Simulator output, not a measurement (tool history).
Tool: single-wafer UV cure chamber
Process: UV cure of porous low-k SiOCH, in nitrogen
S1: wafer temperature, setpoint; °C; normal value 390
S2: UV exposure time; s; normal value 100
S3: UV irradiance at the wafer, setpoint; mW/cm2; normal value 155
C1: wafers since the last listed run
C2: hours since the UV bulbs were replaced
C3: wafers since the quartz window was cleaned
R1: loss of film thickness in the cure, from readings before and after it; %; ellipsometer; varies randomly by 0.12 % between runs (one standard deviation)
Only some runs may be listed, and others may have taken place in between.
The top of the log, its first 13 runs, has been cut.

{"run": 14, "hour": 667.1, "S1": 403, "S2": 100, "S3": 133, "C1": 458, "C2": 2142.1, "C3": 4091, "R1": 9.75}
{"run": 15, "hour": 718.5, "S1": 406, "S2": 100, "S3": 155, "C1": 327, "C2": 2193.5, "C3": 4419, "R1": 10.3}
{"run": 16, "hour": 780.3, "S1": 390, "S2": 100, "S3": 155, "C1": 393, "C2": 2255.3, "C3": 4812, "R1": 10.065}
{"run": 17, "hour": 836.5, "S1": 390, "S2": 100, "S3": 155, "C1": 357, "C2": 2311.5, "C3": 5170, "R1": 10.043}
{"hour": 865.3, "done": "quartz window cleaned"}
{"hour": 901.9, "done": "UV bulbs replaced"}
{"run": 18, "hour": 903.5, "S1": 390, "S2": 100, "S3": 155, "C1": 324, "C2": 1.6, "C3": 192, "R1": 10.099}
{"run": 19, "hour": 962.0, "S1": 390, "S2": 100, "S3": 128, "C1": 372, "C2": 60.1, "C3": 565, "R1": 9.372}
{"run": 20, "hour": 1010.1, "S1": 390, "S2": 100, "S3": 155, "C1": 306, "C2": 108.2, "C3": 871, "R1": 10.301}
{"run": 21, "hour": 1080.4, "S1": 402, "S2": 155, "S3": 178, "C1": 447, "C2": 178.5, "C3": 1319, "R1": 13.033}
{"run": 22, "hour": 1107.8, "S1": 378, "S2": 160, "S3": 172, "C1": 174, "C2": 205.9, "C3": 1493, "R1": 12.583}
{"run": 23, "hour": 1171.0, "S1": 396, "S2": 60, "S3": 133, "C1": 402, "C2": 269.1, "C3": 1895, "R1": 7.343}
{"run": 24, "hour": 1230.2, "S1": 402, "S2": 150, "S3": 185, "C1": 376, "C2": 328.3, "C3": 2272, "R1": 12.914}
{"run": 25, "hour": 1270.7, "S1": 390, "S2": 130, "S3": 155, "C1": 257, "C2": 368.8, "C3": 2530, "R1": 11.39}
{"run": 26, "hour": 1302.1, "S1": 404, "S2": 50, "S3": 155, "C1": 199, "C2": 400.2, "C3": 2730, "R1": 7.28}
{"run": 27, "hour": 1331.9, "S1": 402, "S2": 130, "S3": 140, "C1": 189, "C2": 430.0, "C3": 2920, "R1": 11.263}
{"run": 28, "hour": 1395.9, "S1": 404, "S2": 145, "S3": 167, "C1": 407, "C2": 494.0, "C3": 3328, "R1": 12.638}
{"run": 29, "hour": 1441.9, "S1": 383, "S2": 100, "S3": 181, "C1": 292, "C2": 540.0, "C3": 3621, "R1": 10.873}
{"run": 30, "hour": 1496.7, "S1": 390, "S2": 100, "S3": 155, "C1": 348, "C2": 594.8, "C3": 3970, "R1": 10.122}
{"run": 31, "hour": 1558.2, "S1": 390, "S2": 100, "S3": 155, "C1": 391, "C2": 656.3, "C3": 4361, "R1": 10.14}
{"run": 32, "hour": 1628.5, "S1": 390, "S2": 125, "S3": 155, "C1": 447, "C2": 726.6, "C3": 4809, "R1": 11.133}
{"run": 33, "hour": 1666.6, "S1": 390, "S2": 55, "S3": 144, "C1": 242, "C2": 764.7, "C3": 5051, "R1": 7.299}
{"run": 34, "hour": 1726.0, "S1": 390, "S2": 75, "S3": 155, "C1": 378, "C2": 824.1, "C3": 5430, "R1": 8.849}

4 ways to go on from here, each from the tool as it stands after run 34. What would each give?
{"run": "A", "hour": 1726.5, "S1": 390, "S2": 100, "S3": 155, "C1": 3, "C2": 824.6, "C3": 5433, "R1": "?"}
{"run": "B", "hour": 1726.5, "S1": 401, "S2": 150, "S3": 132, "C1": 3, "C2": 824.6, "C3": 5433, "R1": "?"}
{"run": "C", "hour": 1726.5, "S1": 390, "S2": 100, "S3": 137, "C1": 3, "C2": 824.6, "C3": 5433, "R1": "?"}
{"run": "D", "hour": 1726.5, "S1": 397, "S2": 115, "S3": 177, "C1": 3, "C2": 824.6, "C3": 5433, "R1": "?"}

run=A R1=10.108
run=B R1=11.406
run=C R1=9.566
run=D R1=11.462
With the hidden condition removed and each run's random variation left untouched, the same runs would have given:
run=A R1=10.108
run=B R1=11.406
run=C R1=9.566
run=D R1=11.462

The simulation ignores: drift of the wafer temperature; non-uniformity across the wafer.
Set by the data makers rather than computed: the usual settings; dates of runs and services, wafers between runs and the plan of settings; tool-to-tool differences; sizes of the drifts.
